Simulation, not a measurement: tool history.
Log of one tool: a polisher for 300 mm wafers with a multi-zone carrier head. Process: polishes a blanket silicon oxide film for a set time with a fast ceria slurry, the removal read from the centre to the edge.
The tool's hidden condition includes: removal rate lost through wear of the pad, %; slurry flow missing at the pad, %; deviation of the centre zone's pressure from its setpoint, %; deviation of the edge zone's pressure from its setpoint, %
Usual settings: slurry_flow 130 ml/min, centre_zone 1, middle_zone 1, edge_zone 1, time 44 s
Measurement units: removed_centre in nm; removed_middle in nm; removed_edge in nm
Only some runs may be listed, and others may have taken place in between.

run   hour  slurry_flow  centre_zone  middle_zone  edge_zone  time  wafers since the last listed run  wafers polished on this pad  hours since the slurry nozzle was cleaned  hours since the centre zone pressure was calibrated  hours since the edge zone pressure was calibrated  hours since the carrier head's membrane was replaced  incoming thickness of the incoming film, nm  removed_centre  removed_middle  removed_edge
  1      0          130            1            1          1    44                                 0                          465                                      447.2                                                878.2                                             1010.1                                                 782.7                                       3611.7           418.4           443.4         444.2
      18.8  -- worn pad replaced by a new one
  2   19.3          130            1            1          1    44                               192                            6                                      466.5                                                897.5                                             1029.4                                                   802                                       3622.3           413.8           439.2           460
  3   24.6          130            1            1          1    44                                66                           73                                      471.8                                                902.8                                             1034.7                                                 807.3                                       3541.9             404           435.8         456.1
  4   35.5          130            1            1          1    44                               137                          210                                      482.7                                                913.7                                             1045.6                                                 818.2                                       3587.3           417.9             434         445.8
  5     49          130            1            1          1    44                               170                          380                                      496.2                                                927.2                                             1059.1                                                 831.7                                       3608.7           402.5           431.9         445.6
  6   55.9          130            1            1          1    44                                86                          467                                      503.1                                                934.1                                               1066                                                 838.6                                       3618.8           402.8           431.9         448.5
  7   68.5          130            1            1          1    44                               158                          626                                      515.7                                                946.7                                             1078.6                                                 851.2                                         3618           406.6           434.4         441.2
        81  -- worn pad replaced by a new one
  8   84.9          130            1            1       1.07    44                               156                           49                                      532.1                                                963.1                                               1095                                                 867.6                                       3607.3           400.8           429.2         444.5
       102  -- centre zone pressure recalibrated
  9  102.5          130            1            1       1.07    44                               196                          246                                      549.7                                                  0.5                                             1112.6                                                 885.2                                       3667.7           397.9           421.7         448.3
     123.5  -- carrier head's membrane replaced by a new one
     141.2  -- worn pad replaced by a new one
 10  141.7          130            1            1          1    44                               380                            6                                      588.9                                                 39.7                                             1151.8                                                  18.2                                         3619             388           414.3         425.3
 11  153.3          130            1            1          1    44                               146                          152                                      600.5                                                 51.3                                             1163.4                                                  29.8                                       3621.9           378.9           405.2         431.1
 12  167.4          130            1            1          1    44                               177                          330                                      614.6                                                 65.4                                             1177.5                                                  43.9                                       3675.9           367.6           403.7         430.7
       176  -- edge zone pressure recalibrated
     178.9  -- slurry nozzle cleaned
 13  181.5          130            1            1       1.09    39                               139                          470                                        2.6                                                 79.5                                                5.5                                                    58                                       3595.7           438.2           444.3         438.4
 14  189.2          130         1.09         0.96          1    44                                96                          567                                       10.3                                                 87.2                                               13.2                                                  65.7                                         3665           535.5           485.2         485.3
 15    196          150            1            1       1.04    55                                85                          652                                       17.1                                                   94                                                 20                                                  72.5                                       3607.2           632.8           650.4           629
     200.7  -- worn pad replaced by a new one
 16  209.1          130            1          0.9       1.08    44                               114                          106                                       30.2                                                107.1                                               33.1                                                  85.6                                       3615.8           489.6           464.5         503.4
 17  219.2          150            1            1          1    44                               127                          233                                       40.3                                                117.2                                               43.2                                                  95.7                                       3644.1           506.6             521         498.5
 18  228.3          120         1.08         0.91          1    44                               114                          348                                       49.4                                                126.3                                               52.3                                                 104.8                                       3581.5           502.2           453.8         479.4
 19  236.9          140         1.04            1          1    58                               108                          456                                         58                                                134.9                                               60.9                                                 113.4                                       3633.9           686.7           663.7           635
     251.2  -- worn pad replaced by a new one
 20  251.7          130            1            1          1    44                               136                            6                                       72.8                                                149.7                                               75.7                                                 128.2                                         3540           484.9           494.3         492.2
 21  258.5          130            1            1          1    32                                85                           92                                       79.6                                                156.5                                               82.5                                                   135                                       3638.4           350.5           362.9         359.7
 22  265.3          130            1            1       1.08    44                                85                          178                                       86.4                                                163.3                                               89.3                                                 141.8                                       3576.3           468.3           493.4         489.6
 23  282.6          130            1            1          1    44                               217                          396                                      103.7                                                180.6                                              106.6                                                 159.1                                       3614.2           473.8           498.8         481.3

Difference, measured minus no-hidden-state, one row per run. Run-to-run variation is common to both terms; the gauge's own scatter need not be:
run  removed_centre  removed_middle  removed_edge
  1           -73.7           -66.7         -44.1
  2             -78           -70.5         -48.5
  3           -77.6           -71.2         -48.9
  4           -83.4           -73.6         -49.4
  5             -84           -76.7         -51.5
  6           -86.2           -78.5           -53
  7           -90.9           -82.3         -54.2
  8           -94.7           -85.9         -57.4
  9           -99.9           -89.5           -61
 10          -111.7          -100.1         -65.1
 11          -113.6          -101.8         -68.4
 12          -115.8          -106.3         -71.2
 13            -7.2            -6.4          -4.4
 14            -9.7            -7.6          -5.4
 15           -10.7            -9.6          -6.7
 16             -11            -9.2          -6.9
 17           -10.9            -9.8          -6.7
 18           -14.9           -11.7          -8.5
 19           -18.5           -15.7         -10.6
 20             -16           -14.2          -9.9
 21           -12.2             -11          -7.6
 22           -17.1           -15.6         -10.8
 23           -19.5           -17.8           -12

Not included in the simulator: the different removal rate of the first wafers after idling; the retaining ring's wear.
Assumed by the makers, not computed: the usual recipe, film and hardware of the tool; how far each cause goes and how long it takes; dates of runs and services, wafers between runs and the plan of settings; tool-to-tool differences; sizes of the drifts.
